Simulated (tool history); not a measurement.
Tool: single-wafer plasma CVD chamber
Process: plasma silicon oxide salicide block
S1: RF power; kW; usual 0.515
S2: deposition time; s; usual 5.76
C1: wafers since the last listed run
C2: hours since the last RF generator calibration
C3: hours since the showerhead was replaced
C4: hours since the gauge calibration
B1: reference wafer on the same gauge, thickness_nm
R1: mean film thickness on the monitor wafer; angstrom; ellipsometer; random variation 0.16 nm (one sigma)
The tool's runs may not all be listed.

| run | hour | S1 | S2 | C1 | C2 | C3 | C4 | B1 | R1 |
|---|---|---|---|---|---|---|---|---|---|
| 1 | 0 | 0.515 | 5.76 | 0 | 1128.5 | 6920.9 | 113.1 | 56.353 | 471.54 |
| 2 | 41.6 | 0.515 | 5.76 | 1248 | 1170.1 | 6962.5 | 154.7 | 56.418 | 475.97 |
| 3 | 108 | 0.515 | 5.76 | 1992 | 1236.5 | 7028.9 | 221.1 | 56.447 | 477.68 |
| 4 | 164.6 | 0.515 | 5.76 | 1698 | 1293.1 | 7085.5 | 277.7 | 56.373 | 475.49 |
| 5 | 223.4 | 0.515 | 5.76 | 1764 | 1351.9 | 7144.3 | 336.5 | 56.47 | 472.95 |
| 6 | 268.9 | 0.515 | 5.76 | 1365 | 1397.4 | 7189.8 | 382 | 56.389 | 474.62 |
| 7 | 293 | 0.515 | 5.76 | 723 | 1421.5 | 7213.9 | 406.1 | 56.39 | 473.59 |
| 8 | 323.2 | 0.465 | 5.76 | 906 | 1451.7 | 7244.1 | 436.3 | 56.406 | 461.03 |
| 9 | 348.8 | 0.465 | 5.76 | 768 | 1477.3 | 7269.7 | 461.9 | 56.389 | 459.01 |
| 10 | 386.3 | 0.54 | 5.76 | 1125 | 1514.8 | 7307.2 | 499.4 | 56.43 | 479.61 |
| 11 | 421.5 | 0.54 | 5.76 | 1056 | 1550 | 7342.4 | 534.6 | 56.41 | 481.54 |
| 12 | 449.4 | 0.515 | 5.76 | 837 | 1577.9 | 7370.3 | 562.5 | 56.39 | 474.41 |
|  | 469.5 | gauge calibrated |
| 13 | 503.5 | 0.515 | 6.42 | 1623 | 1632 | 7424.4 | 34 | 56.415 | 529.45 |
|  | 521.6 | RF generator calibrated |
| 14 | 568.6 | 0.6 | 5.03 | 1713 | 47 | 7489.5 | 99.1 | 56.4 | 431.39 |
|  | 595.8 | showerhead replaced |
| 15 | 606.7 | 0.415 | 6.31 | 903 | 85.1 | 10.9 | 137.2 | 56.426 | 490.84 |
| 16 | 657.7 | 0.475 | 5.01 | 1530 | 136.1 | 61.9 | 188.2 | 56.411 | 404.63 |
| 17 | 688.3 | 0.515 | 5.76 | 918 | 166.7 | 92.5 | 218.8 | 56.379 | 471.89 |
| 18 | 735.8 | 0.56 | 5.14 | 1425 | 214.2 | 140 | 266.3 | 56.389 | 430.06 |
| 19 | 763.9 | 0.415 | 6.31 | 843 | 242.3 | 168.1 | 294.4 | 56.388 | 488.92 |
| 20 | 790.9 | 0.515 | 5.76 | 810 | 269.3 | 195.1 | 321.4 | 56.406 | 475.79 |
| 21 | 857.6 | 0.6 | 5.31 | 2001 | 336 | 261.8 | 388.1 | 56.436 | 452.98 |
| 22 | 908.3 | 0.59 | 5.2 | 1521 | 386.7 | 312.5 | 438.8 | 56.408 | 445.39 |

How the hidden state differs across the entries between the runs, from the last listed run before each to the first after it:
Between runs 12 and 13: gauge calibrated (hour 469.5)
  no hidden state differs between the two runs
Between runs 13 and 14: RF generator calibrated (hour 521.6)
  no hidden state differs between the two runs
Between runs 14 and 15: showerhead replaced (hour 595.8)
  no hidden state differs between the two runs
